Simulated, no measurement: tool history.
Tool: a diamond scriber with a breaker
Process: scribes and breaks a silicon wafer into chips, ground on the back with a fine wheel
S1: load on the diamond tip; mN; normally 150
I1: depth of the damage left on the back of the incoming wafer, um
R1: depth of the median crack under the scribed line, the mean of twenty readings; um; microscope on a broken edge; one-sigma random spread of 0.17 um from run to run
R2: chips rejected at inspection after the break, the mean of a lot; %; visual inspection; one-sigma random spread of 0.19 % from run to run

run   hour   S1    I1     R1     R2
  1      0  150  2.46   8.51   3.85
  2   12.9  150  2.96   8.21    6.4
  3   26.3  150   1.8   8.29   2.34
  4   41.2  150  2.65   8.41   4.14
  5     53  150  2.26   8.29   3.63
  6   69.9  171  2.44   8.81   3.02
  7   82.1  150  2.83   8.52   5.22
  8   96.1  150  1.75   8.41   2.94
  9  106.4  150  2.77   8.32   6.04
 10    123  115  1.77   6.85  11.07
 11  140.5  115  2.73    6.9  16.09
 12  149.4  115  2.68    7.1  13.97
 13  160.1  150  2.41   8.42   4.93
 14  170.8  135  1.72   7.46   5.62
 15  187.6  135  2.48   7.25   8.89
 16  196.6  135   2.5    7.7    8.6
     201.6  -- diamond tip replaced by a new one
 17  207.8  132   1.5   8.47   3.31
 18  223.6  132  2.28    7.9   4.78
 19    240  132  2.81   8.18   6.22
     250.6  -- load on the tip recalibrated
 20  251.1  150   1.9   8.65   1.97
 21  257.8  186  2.43   9.95   4.87
 22    275  150  2.24    8.6   2.76
 23  288.3  150  2.93   8.71   5.05
 24  298.2  127  2.37   7.79   5.93
 25  314.8  120  2.22    7.4   7.72
 26  325.1  163  2.74   9.23   3.77
 27  334.6  150  2.78    8.8   4.01
 28  352.4  183  1.82  10.17   3.85
 29  366.4  136  1.61   8.34   2.49
 30  377.1  188  1.87  10.02   4.18
 31  389.7  150  2.83   8.85   4.09
 32  439.5  137  2.29   8.45   3.38
 33  453.7  166  2.23    9.3   2.94
 34  467.3  150   1.8   8.85   2.21
 35  483.7  171  2.63   9.28   3.94
 36  490.3  177  2.85   9.32   3.96
 37  502.8  181  1.83   9.58   3.69
 38    520  133  2.95   8.14   7.87
 39  555.4  176  1.62   9.68   2.51
 40    563  150   2.2   8.74   3.17
 41  569.6  150  2.57   8.44    3.7
 42  578.3  150  2.98    8.8   5.24
 43    595  172  1.54   9.55   2.01

Alternative continuations, all from the tool just after run 43; predict every row:
  A  595.7  178  2.07   ?   ?
  B  595.7  185  2.07   ?   ?
  C  595.7  107  2.07   ?   ?

run    R1     R2
  A  9.66   2.76
  B  9.91   3.33
  C  6.88  11.78
Stripped of hidden state, with their random variation kept, the same runs would have yielded:
run     R1    R2
  A     10  3.58
  B  10.26  4.38
  C   7.13  9.54
